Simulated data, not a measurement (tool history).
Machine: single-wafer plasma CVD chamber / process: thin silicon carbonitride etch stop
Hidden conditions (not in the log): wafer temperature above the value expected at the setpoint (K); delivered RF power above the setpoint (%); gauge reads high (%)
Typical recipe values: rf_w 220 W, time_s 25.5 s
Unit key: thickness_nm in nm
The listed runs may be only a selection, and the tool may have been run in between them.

run	hour	rf_w	time_s	wafers since the last listed run	hours since the last thermocouple change	hours since the last RF generator calibration	hours since the showerhead was replaced	hours since the gauge calibration	read-back reference wafer on the same gauge, thickness_nm	thickness_nm
1	0.0	220	27.5	0	761.2	271.1	4612.8	2680.0	17.214	17.097
2	104.6	220	25.5	1533	865.8	375.7	4717.4	2784.6	17.200	15.798
3	179.2	220	25.5	1093	940.4	450.3	4792.0	2859.2	17.194	15.779
4	279.5	220	25.5	1470	1040.7	550.6	4892.3	2959.5	17.215	15.840
5	378.1	220	25.5	1445	1139.3	649.2	4990.9	3058.1	17.194	15.794
6	477.6	220	25.5	1458	1238.8	748.7	5090.4	3157.6	17.214	15.790
7	560.2	220	25.5	1211	1321.4	831.3	5173.0	3240.2	17.225	15.847
8	607.1	220	25.5	687	1368.3	878.2	5219.9	3287.1	17.209	15.751
9	671.1	220	25.5	938	1432.3	942.2	5283.9	3351.1	17.212	15.843
# hour 726.3: thermocouple changed; heater temperature recalibrated
10	761.8	220	25.5	1212	35.5	1032.9	5374.6	3441.8	17.211	15.857
# hour 779.9: RF generator calibrated
11	911.8	220	25.5	2082	185.5	131.9	5524.6	3591.8	17.189	15.842
# hour 976.4: gauge calibrated
12	1004.8	220	25.5	1363	278.5	224.9	5617.6	28.4	17.205	15.797
13	1090.6	220	25.5	1258	364.3	310.7	5703.4	114.2	17.208	15.813
14	1156.8	220	25.5	970	430.5	376.9	5769.6	180.4	17.213	15.781
15	1212.8	220	25.5	821	486.5	432.9	5825.6	236.4	17.214	15.821
16	1281.1	220	25.5	1001	554.8	501.2	5893.9	304.7	17.198	15.798
17	1326.4	190	27.3	664	600.1	546.5	5939.2	350.0	17.205	16.265
18	1412.5	220	25.5	1262	686.2	632.6	6025.3	436.1	17.216	15.843
19	1477.8	200	28.8	957	751.5	697.9	6090.6	501.4	17.196	17.411
20	1561.0	245	23.8	1219	834.7	781.1	6173.8	584.6	17.198	15.188
21	1599.7	255	28.0	567	873.4	819.8	6212.5	623.3	17.196	18.095
22	1700.9	195	27.4	1483	974.6	921.0	6313.7	724.5	17.199	16.427
23	1751.8	255	28.0	746	1025.5	971.9	6364.6	775.4	17.190	18.169
24	1817.7	190	27.9	966	1091.4	1037.8	6430.5	841.3	17.192	16.568
25	1857.7	185	21.5	586	1131.4	1077.8	6470.5	881.3	17.218	12.707
# hour 1994.8: RF generator calibrated
# hour 2099.2: showerhead replaced
26	2123.4	235	25.5	3661	1397.1	128.6	24.2	1147.0	17.186	16.103
# hour 2162.6: thermocouple changed; heater temperature recalibrated
27	2226.0	220	25.5	1387	63.4	231.2	126.8	1249.6	17.191	15.790
28	2424.6	220	25.5	2911	262.0	429.8	325.4	1448.2	17.212	15.829
29	2482.0	180	25.5	841	319.4	487.2	382.8	1505.6	17.192	14.899
30	2537.4	220	25.5	812	374.8	542.6	438.2	1561.0	17.201	15.743
31	2630.5	220	25.5	1365	467.9	635.7	531.3	1654.1	17.191	15.845
32	2675.6	180	22.3	661	513.0	680.8	576.4	1699.2	17.191	13.015
33	2832.2	185	22.6	2296	669.6	837.4	733.0	1855.8	17.212	13.323
34	2927.5	205	23.3	1397	764.9	932.7	828.3	1951.1	17.203	14.175
35	3014.3	245	27.6	1272	851.7	1019.5	915.1	2037.9	17.195	17.721
36	3118.4	185	28.3	1526	955.8	1123.6	1019.2	2142.0	17.198	16.634

Predict each of these 3 candidate next runs independently; none follows another, all start after run 36:
A	3118.8	220	25.5	5	956.2	1124.0	1019.6	2142.4	?	?
B	3118.8	220	28.5	5	956.2	1124.0	1019.6	2142.4	?	?
C	3118.8	185	27.0	5	956.2	1124.0	1019.6	2142.4	?	?

run	read-back reference wafer on the same gauge, thickness_nm	thickness_nm
A	17.198	15.775
B	17.198	17.631
C	17.198	15.860
Stripped of hidden state, with their random variation kept, the same runs would have yielded:
run	thickness_nm
A	15.775
B	17.631
C	15.860
